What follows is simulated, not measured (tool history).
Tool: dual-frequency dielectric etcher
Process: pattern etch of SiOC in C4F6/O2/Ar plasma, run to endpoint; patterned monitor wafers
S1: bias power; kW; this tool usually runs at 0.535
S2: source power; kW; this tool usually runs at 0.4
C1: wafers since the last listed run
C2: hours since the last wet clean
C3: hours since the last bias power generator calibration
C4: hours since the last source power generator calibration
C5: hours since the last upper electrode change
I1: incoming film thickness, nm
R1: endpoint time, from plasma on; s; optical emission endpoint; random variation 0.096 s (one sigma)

run	day	S1	S2	C1	C2	C3	C4	C5	I1	R1
1	0	0.535	0.4	0	540.1	1560	2973.4	2648.5	52.3	19.1
2	0.312	0.535	0.4	102	547.6	1567.5	2980.9	2656	52.5	19.3
3	0.642	0.535	0.4	107	555.5	1575.4	2988.8	2663.9	52.8	19.2
4	1.942	0.535	0.4	425	586.7	1606.6	3020	2695.1	52.1	18.9
5	2.267	0.535	0.4	106	594.5	1614.4	3027.8	2702.9	52.6	19
# day 3.829: wet clean of the chamber
6	3.85	0.535	0.4	190	0.5	1652.4	3065.8	2740.9	53	18.4
7	3.862	0.535	0.4	4	0.8	1652.7	3066.1	2741.2	52.9	18.5
8	3.879	0.446	0.4	5	1.2	1653.1	3066.5	2741.6	52.8	19.7
9	4.121	0.446	0.4	79	7	1658.9	3072.3	2747.4	52.7	19.6
# day 4.35: bias power generator calibrated
10	4.767	0.535	0.4	156	22.5	10	3087.8	2762.9	53.1	18.5
11	5.492	0.442	0.48	237	39.9	27.4	3105.2	2780.3	52.8	18.6
# day 6.617: source power generator calibrated
12	7.654	0.406	0.35	652	91.8	79.3	24.9	2832.2	52.8	21.5
# day 8.958: upper electrode replaced
13	8.979	0.58	0.31	106	123.6	111.1	56.7	0.5	52.8	19.2
14	8.996	0.535	0.4	5	124	111.5	57.1	0.9	52.8	18.5
15	9.221	0.666	0.37	73	129.4	116.9	62.5	6.3	52.7	17.3
16	9.921	0.535	0.4	228	146.2	133.7	79.3	23.1	53.1	18.5
17	10.196	0.415	0.4	89	152.8	140.3	85.9	29.7	52.7	20.6
18	10.729	0.535	0.4	174	165.6	153.1	98.7	42.5	52.4	18.5
19	11.246	0.638	0.5	168	178	165.5	111.1	54.9	52.3	16.2
20	11.821	0.484	0.45	188	191.8	179.3	124.9	68.7	52.5	18.3
21	12.242	0.535	0.4	137	201.9	189.4	135	78.8	53.1	18.7

Forecast each of these 3 alternatives for the next run:
A	12.258	0.445	0.4	5	202.3	189.8	135.4	79.2	52.4	?
B	12.258	0.59	0.4	5	202.3	189.8	135.4	79.2	52.4	?
C	12.258	0.436	0.31	5	202.3	189.8	135.4	79.2	52.4	?

run	R1
A	19.9
B	17.8
C	21.6
Stripped of hidden state, with their random variation kept, the same runs would have yielded:
run	R1
A	19.5
B	17.5
C	21.2
